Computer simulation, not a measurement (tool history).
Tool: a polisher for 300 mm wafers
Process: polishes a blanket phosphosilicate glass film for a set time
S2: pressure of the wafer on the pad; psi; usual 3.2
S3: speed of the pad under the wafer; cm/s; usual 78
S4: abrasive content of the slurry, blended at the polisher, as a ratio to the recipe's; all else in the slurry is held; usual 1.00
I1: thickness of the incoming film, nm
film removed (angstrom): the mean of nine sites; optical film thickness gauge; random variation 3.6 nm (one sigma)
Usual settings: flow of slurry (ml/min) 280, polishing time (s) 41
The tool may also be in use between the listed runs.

{"run": 1, "hour": 0.0, "flow of slurry (ml/min)": 280, "S2": 3.2, "S3": 78, "S4": 1.0, "polishing time (s)": 41, "I1": 4187.3, "film removed (angstrom)": 3513}
{"hour": 30.0, "done": "worn pad replaced by a new one"}
{"run": 2, "hour": 30.5, "flow of slurry (ml/min)": 240, "S2": 3.2, "S3": 78, "S4": 1.0, "polishing time (s)": 41, "I1": 4206.5, "film removed (angstrom)": 3391}
{"run": 3, "hour": 55.5, "flow of slurry (ml/min)": 280, "S2": 3.2, "S3": 78, "S4": 1.0, "polishing time (s)": 41, "I1": 4157.3, "film removed (angstrom)": 3491}
{"run": 4, "hour": 91.0, "flow of slurry (ml/min)": 280, "S2": 3.2, "S3": 78, "S4": 1.0, "polishing time (s)": 41, "I1": 4145.4, "film removed (angstrom)": 3483}
{"hour": 111.2, "done": "slurry blender recalibrated"}
{"run": 5, "hour": 151.7, "flow of slurry (ml/min)": 280, "S2": 3.2, "S3": 78, "S4": 1.0, "polishing time (s)": 41, "I1": 4146.4, "film removed (angstrom)": 3402}
{"hour": 195.5, "done": "conditioning disc replaced and pad reconditioned"}
{"run": 6, "hour": 219.6, "flow of slurry (ml/min)": 280, "S2": 3.2, "S3": 78, "S4": 1.15, "polishing time (s)": 41, "I1": 4149.6, "film removed (angstrom)": 3565}
{"hour": 272.7, "done": "worn pad replaced by a new one"}
{"run": 7, "hour": 281.1, "flow of slurry (ml/min)": 280, "S2": 3.2, "S3": 78, "S4": 1.15, "polishing time (s)": 41, "I1": 4170.3, "film removed (angstrom)": 3627}
{"run": 8, "hour": 314.3, "flow of slurry (ml/min)": 280, "S2": 3.2, "S3": 78, "S4": 1.0, "polishing time (s)": 41, "I1": 4143.3, "film removed (angstrom)": 3360}
{"hour": 393.6, "done": "slurry nozzle cleaned"}
{"run": 9, "hour": 410.4, "flow of slurry (ml/min)": 280, "S2": 3.2, "S3": 78, "S4": 1.0, "polishing time (s)": 41, "I1": 4217.6, "film removed (angstrom)": 3342}
{"run": 10, "hour": 443.7, "flow of slurry (ml/min)": 280, "S2": 3.2, "S3": 78, "S4": 1.0, "polishing time (s)": 41, "I1": 4161.4, "film removed (angstrom)": 3269}
{"hour": 455.5, "done": "slurry blender recalibrated"}
{"run": 11, "hour": 491.0, "flow of slurry (ml/min)": 280, "S2": 3.2, "S3": 56, "S4": 1.15, "polishing time (s)": 41, "I1": 4188.9, "film removed (angstrom)": 2714}
{"hour": 497.4, "done": "worn pad replaced by a new one"}
{"run": 12, "hour": 517.3, "flow of slurry (ml/min)": 280, "S2": 3.2, "S3": 90, "S4": 1.0, "polishing time (s)": 50, "I1": 4204.8, "film removed (angstrom)": 4514}
{"hour": 527.9, "done": "conditioning disc replaced and pad reconditioned"}
{"run": 13, "hour": 550.9, "flow of slurry (ml/min)": 280, "S2": 3.2, "S3": 78, "S4": 1.0, "polishing time (s)": 41, "I1": 4233.3, "film removed (angstrom)": 3350}
{"hour": 565.2, "done": "slurry nozzle cleaned, repeated, since the last time left the tool worse"}
{"run": 14, "hour": 617.1, "flow of slurry (ml/min)": 330, "S2": 3.5, "S3": 52, "S4": 1.0, "polishing time (s)": 41, "I1": 4108.2, "film removed (angstrom)": 2797}
{"hour": 624.2, "done": "head pressure recalibrated"}
{"run": 15, "hour": 657.7, "flow of slurry (ml/min)": 280, "S2": 3.2, "S3": 64, "S4": 1.0, "polishing time (s)": 41, "I1": 4194.9, "film removed (angstrom)": 3045}
{"run": 16, "hour": 721.6, "flow of slurry (ml/min)": 280, "S2": 4.1, "S3": 78, "S4": 1.0, "polishing time (s)": 45, "I1": 4114.4, "film removed (angstrom)": 4584}
{"hour": 751.9, "done": "worn pad replaced by a new one"}
{"hour": 761.8, "done": "slurry blender recalibrated"}
{"run": 17, "hour": 789.1, "flow of slurry (ml/min)": 280, "S2": 3.8, "S3": 70, "S4": 1.0, "polishing time (s)": 41, "I1": 4218.0, "film removed (angstrom)": 3696}
{"run": 18, "hour": 854.5, "flow of slurry (ml/min)": 195, "S2": 3.2, "S3": 58, "S4": 1.0, "polishing time (s)": 41, "I1": 4169.9, "film removed (angstrom)": 2792}
{"run": 19, "hour": 887.9, "flow of slurry (ml/min)": 280, "S2": 3.2, "S3": 78, "S4": 1.0, "polishing time (s)": 41, "I1": 4109.8, "film removed (angstrom)": 3508}
{"hour": 890.1, "done": "conditioning disc replaced and pad reconditioned"}
{"run": 20, "hour": 914.5, "flow of slurry (ml/min)": 280, "S2": 2.8, "S3": 70, "S4": 1.0, "polishing time (s)": 41, "I1": 4147.6, "film removed (angstrom)": 2924}
{"run": 21, "hour": 945.1, "flow of slurry (ml/min)": 280, "S2": 3.2, "S3": 78, "S4": 1.0, "polishing time (s)": 41, "I1": 4187.9, "film removed (angstrom)": 3460}
{"run": 22, "hour": 979.8, "flow of slurry (ml/min)": 195, "S2": 2.8, "S3": 78, "S4": 1.3, "polishing time (s)": 35, "I1": 4153.9, "film removed (angstrom)": 2859}
{"hour": 1027.2, "done": "worn pad replaced by a new one"}
{"run": 23, "hour": 1041.5, "flow of slurry (ml/min)": 250, "S2": 4.1, "S3": 78, "S4": 1.15, "polishing time (s)": 54, "I1": 4086.3, "film removed (angstrom)": 5612}
{"hour": 1076.8, "done": "slurry blender recalibrated"}
{"run": 24, "hour": 1104.2, "flow of slurry (ml/min)": 280, "S2": 4.1, "S3": 78, "S4": 1.15, "polishing time (s)": 41, "I1": 4176.0, "film removed (angstrom)": 4306}

5 ways to go on from here, each from the tool as it stands after run 24. What would each give?
{"run": "A", "hour": 1104.6, "flow of slurry (ml/min)": 280, "S2": 3.2, "S3": 78, "S4": 1.0, "polishing time (s)": 41, "I1": 4183.3, "film removed (angstrom)": "?"}
{"run": "B", "hour": 1104.6, "flow of slurry (ml/min)": 340, "S2": 3.2, "S3": 78, "S4": 0.8, "polishing time (s)": 31, "I1": 4183.3, "film removed (angstrom)": "?"}
{"run": "C", "hour": 1104.6, "flow of slurry (ml/min)": 345, "S2": 3.2, "S3": 78, "S4": 1.0, "polishing time (s)": 33, "I1": 4183.3, "film removed (angstrom)": "?"}
{"run": "D", "hour": 1104.6, "flow of slurry (ml/min)": 280, "S2": 3.2, "S3": 60, "S4": 1.0, "polishing time (s)": 41, "I1": 4183.3, "film removed (angstrom)": "?"}
{"run": "E", "hour": 1104.6, "flow of slurry (ml/min)": 250, "S2": 3.8, "S3": 78, "S4": 1.0, "polishing time (s)": 41, "I1": 4183.3, "film removed (angstrom)": "?"}

run=A film_removed_(angstrom)=3453
run=B film_removed_(angstrom)=2497
run=C film_removed_(angstrom)=2823
run=D film_removed_(angstrom)=2873
run=E film_removed_(angstrom)=3841
Without the tool's hidden state the same runs would have given:
run=A film_removed_(angstrom)=3493
run=B film_removed_(angstrom)=2522
run=C film_removed_(angstrom)=2851
run=D film_removed_(angstrom)=2906
run=E film_removed_(angstrom)=3890

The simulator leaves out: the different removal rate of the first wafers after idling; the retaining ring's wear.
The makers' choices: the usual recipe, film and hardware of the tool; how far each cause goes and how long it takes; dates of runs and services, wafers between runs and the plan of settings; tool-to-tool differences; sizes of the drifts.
